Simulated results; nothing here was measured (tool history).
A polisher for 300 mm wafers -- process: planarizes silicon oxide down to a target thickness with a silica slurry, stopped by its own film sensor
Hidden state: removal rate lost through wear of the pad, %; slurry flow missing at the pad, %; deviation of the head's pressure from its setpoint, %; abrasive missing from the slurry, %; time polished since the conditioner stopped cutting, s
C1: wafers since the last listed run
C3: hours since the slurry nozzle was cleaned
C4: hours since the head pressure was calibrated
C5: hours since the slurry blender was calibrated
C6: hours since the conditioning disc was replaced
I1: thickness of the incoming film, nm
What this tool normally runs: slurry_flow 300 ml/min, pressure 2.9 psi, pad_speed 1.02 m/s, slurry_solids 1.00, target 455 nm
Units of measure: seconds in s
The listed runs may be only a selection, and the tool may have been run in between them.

{"run": 1, "hour": 0.0, "slurry_flow": 300, "pressure": 2.9, "pad_speed": 1.02, "slurry_solids": 1.0, "target": 455, "C1": 0, "wafers polished on this pad": 3594, "C3": 132.8, "C4": 312.7, "C5": 220.6, "C6": 437.1, "I1": 701.6, "seconds": 131.7}
{"run": 2, "hour": 79.7, "slurry_flow": 345, "pressure": 2.9, "pad_speed": 0.76, "slurry_solids": 1.0, "target": 455, "C1": 662, "wafers polished on this pad": 4257, "C3": 212.5, "C4": 392.4, "C5": 300.3, "C6": 516.8, "I1": 702.5, "seconds": 149.0}
{"run": 3, "hour": 141.0, "slurry_flow": 400, "pressure": 3.3, "pad_speed": 1.02, "slurry_solids": 1.3, "target": 417, "C1": 509, "wafers polished on this pad": 4767, "C3": 273.8, "C4": 453.7, "C5": 361.6, "C6": 578.1, "I1": 689.1, "seconds": 112.0}
{"run": 4, "hour": 215.2, "slurry_flow": 300, "pressure": 2.9, "pad_speed": 1.02, "slurry_solids": 1.0, "target": 455, "C1": 617, "wafers polished on this pad": 5384, "C3": 348.0, "C4": 527.9, "C5": 435.8, "C6": 652.3, "I1": 703.6, "seconds": 130.7}
{"hour": 239.3, "done": "conditioning disc replaced and pad reconditioned"}
{"run": 5, "hour": 252.2, "slurry_flow": 300, "pressure": 2.6, "pad_speed": 1.02, "slurry_solids": 1.1, "target": 423, "C1": 291, "wafers polished on this pad": 5675, "C3": 385.0, "C4": 564.9, "C5": 472.8, "C6": 12.9, "I1": 692.4, "seconds": 144.4}
{"run": 6, "hour": 289.4, "slurry_flow": 265, "pressure": 3.4, "pad_speed": 0.88, "slurry_solids": 1.2, "target": 455, "C1": 309, "wafers polished on this pad": 5985, "C3": 422.2, "C4": 602.1, "C5": 510.0, "C6": 50.1, "I1": 694.9, "seconds": 105.5}
{"hour": 312.5, "done": "worn pad replaced by a new one"}
{"run": 7, "hour": 327.6, "slurry_flow": 300, "pressure": 2.9, "pad_speed": 1.02, "slurry_solids": 0.75, "target": 525, "C1": 284, "wafers polished on this pad": 125, "C3": 460.4, "C4": 640.3, "C5": 548.2, "C6": 88.3, "I1": 702.7, "seconds": 113.9}
{"run": 8, "hour": 377.9, "slurry_flow": 300, "pressure": 2.9, "pad_speed": 1.02, "slurry_solids": 0.7, "target": 396, "C1": 418, "wafers polished on this pad": 543, "C3": 510.7, "C4": 690.6, "C5": 598.5, "C6": 138.6, "I1": 698.9, "seconds": 208.3}
{"run": 9, "hour": 429.6, "slurry_flow": 300, "pressure": 2.9, "pad_speed": 1.02, "slurry_solids": 0.75, "target": 488, "C1": 430, "wafers polished on this pad": 973, "C3": 562.4, "C4": 742.3, "C5": 650.2, "C6": 190.3, "I1": 693.3, "seconds": 131.2}
{"hour": 440.2, "done": "slurry blender recalibrated"}
{"hour": 476.0, "done": "slurry nozzle cleaned"}
{"run": 10, "hour": 497.7, "slurry_flow": 300, "pressure": 2.9, "pad_speed": 1.02, "slurry_solids": 1.0, "target": 455, "C1": 541, "wafers polished on this pad": 1515, "C3": 21.7, "C4": 810.4, "C5": 57.5, "C6": 258.4, "I1": 709.3, "seconds": 132.8}
{"run": 11, "hour": 595.5, "slurry_flow": 300, "pressure": 2.9, "pad_speed": 1.02, "slurry_solids": 1.0, "target": 455, "C1": 813, "wafers polished on this pad": 2328, "C3": 119.5, "C4": 908.2, "C5": 155.3, "C6": 356.2, "I1": 694.8, "seconds": 122.9}
{"run": 12, "hour": 673.8, "slurry_flow": 390, "pressure": 2.9, "pad_speed": 1.02, "slurry_solids": 1.0, "target": 487, "C1": 651, "wafers polished on this pad": 2980, "C3": 197.8, "C4": 986.5, "C5": 233.6, "C6": 434.5, "I1": 708.8, "seconds": 112.0}
{"run": 13, "hour": 712.2, "slurry_flow": 225, "pressure": 3.2, "pad_speed": 1.2, "slurry_solids": 1.25, "target": 455, "C1": 319, "wafers polished on this pad": 3299, "C3": 236.2, "C4": 1024.9, "C5": 272.0, "C6": 472.9, "I1": 696.2, "seconds": 94.7}
{"run": 14, "hour": 788.1, "slurry_flow": 300, "pressure": 2.9, "pad_speed": 1.02, "slurry_solids": 1.0, "target": 455, "C1": 631, "wafers polished on this pad": 3930, "C3": 312.1, "C4": 1100.8, "C5": 347.9, "C6": 548.8, "I1": 686.0, "seconds": 117.3}
{"run": 15, "hour": 877.6, "slurry_flow": 215, "pressure": 3.7, "pad_speed": 1.02, "slurry_solids": 0.85, "target": 455, "C1": 744, "wafers polished on this pad": 4675, "C3": 401.6, "C4": 1190.3, "C5": 437.4, "C6": 638.3, "I1": 698.3, "seconds": 115.5}
{"run": 16, "hour": 949.3, "slurry_flow": 335, "pressure": 2.4, "pad_speed": 1.02, "slurry_solids": 0.75, "target": 455, "C1": 596, "wafers polished on this pad": 5271, "C3": 473.3, "C4": 1262.0, "C5": 509.1, "C6": 710.0, "I1": 699.5, "seconds": 179.3}
{"hour": 956.8, "done": "head pressure recalibrated"}
{"hour": 995.2, "done": "conditioning disc replaced and pad reconditioned"}
{"run": 17, "hour": 1024.1, "slurry_flow": 300, "pressure": 2.9, "pad_speed": 1.02, "slurry_solids": 1.0, "target": 455, "C1": 588, "wafers polished on this pad": 5860, "C3": 548.1, "C4": 67.3, "C5": 583.9, "C6": 28.9, "I1": 704.3, "seconds": 137.5}
{"hour": 1094.9, "done": "worn pad replaced by a new one"}
{"hour": 1097.3, "done": "slurry nozzle cleaned"}
{"run": 18, "hour": 1119.0, "slurry_flow": 300, "pressure": 3.5, "pad_speed": 1.38, "slurry_solids": 1.15, "target": 511, "C1": 747, "wafers polished on this pad": 191, "C3": 21.7, "C4": 162.2, "C5": 678.8, "C6": 123.8, "I1": 700.2, "seconds": 69.6}
{"hour": 1159.5, "done": "slurry blender recalibrated"}
{"run": 19, "hour": 1235.6, "slurry_flow": 300, "pressure": 2.9, "pad_speed": 0.84, "slurry_solids": 1.1, "target": 538, "C1": 953, "wafers polished on this pad": 1145, "C3": 138.3, "C4": 278.8, "C5": 76.1, "C6": 240.4, "I1": 707.1, "seconds": 95.7}
{"run": 20, "hour": 1288.2, "slurry_flow": 300, "pressure": 2.9, "pad_speed": 1.02, "slurry_solids": 1.0, "target": 526, "C1": 437, "wafers polished on this pad": 1582, "C3": 190.9, "C4": 331.4, "C5": 128.7, "C6": 293.0, "I1": 701.5, "seconds": 91.1}
{"run": 21, "hour": 1363.1, "slurry_flow": 255, "pressure": 3.5, "pad_speed": 1.02, "slurry_solids": 1.3, "target": 455, "C1": 623, "wafers polished on this pad": 2205, "C3": 265.8, "C4": 406.3, "C5": 203.6, "C6": 367.9, "I1": 697.1, "seconds": 99.3}
{"run": 22, "hour": 1431.0, "slurry_flow": 300, "pressure": 3.8, "pad_speed": 1.02, "slurry_solids": 1.25, "target": 455, "C1": 564, "wafers polished on this pad": 2770, "C3": 333.7, "C4": 474.2, "C5": 271.5, "C6": 435.8, "I1": 706.6, "seconds": 94.5}
{"hour": 1697.8, "done": "conditioning disc replaced and pad reconditioned"}
{"run": 23, "hour": 1698.3, "slurry_flow": 300, "pressure": 3.9, "pad_speed": 0.74, "slurry_solids": 1.0, "target": 398, "C1": 2206, "wafers polished on this pad": 4977, "C3": 601.0, "C4": 741.5, "C5": 538.8, "C6": 0.5, "I1": 703.5, "seconds": 144.8}
{"hour": 1730.3, "done": "slurry nozzle cleaned"}
{"hour": 1758.3, "done": "worn pad replaced by a new one"}
{"run": 24, "hour": 1758.8, "slurry_flow": 300, "pressure": 2.0, "pad_speed": 1.02, "slurry_solids": 1.0, "target": 455, "C1": 461, "wafers polished on this pad": 4, "C3": 28.5, "C4": 802.0, "C5": 599.3, "C6": 61.0, "I1": 708.1, "seconds": 177.5}

The tool's hidden state at each run:
removal rate lost through wear of the pad, %: 0, the same for each run
slurry flow missing at the pad, %: 0, the same for each run
abrasive missing from the slurry, %: 0, the same for each run
time polished since the conditioner stopped cutting, s: 0, the same for each run
H1: deviation of the head's pressure from its setpoint, %
run=1 H1=5.47
run=2 H1=6.27
run=3 H1=6.8
run=4 H1=7.36
run=5 H1=7.61
run=6 H1=7.84
run=7 H1=8.06
run=8 H1=8.33
run=9 H1=8.57
run=10 H1=8.86
run=11 H1=9.21
run=12 H1=9.44
run=13 H1=9.54
run=14 H1=9.72
run=15 H1=9.9
run=16 H1=10
run=17 H1=1.46
run=18 H1=3
run=19 H1=4.53
run=20 H1=5.11
run=21 H1=5.84
run=22 H1=6.41
run=23 H1=8.01
run=24 H1=8.27
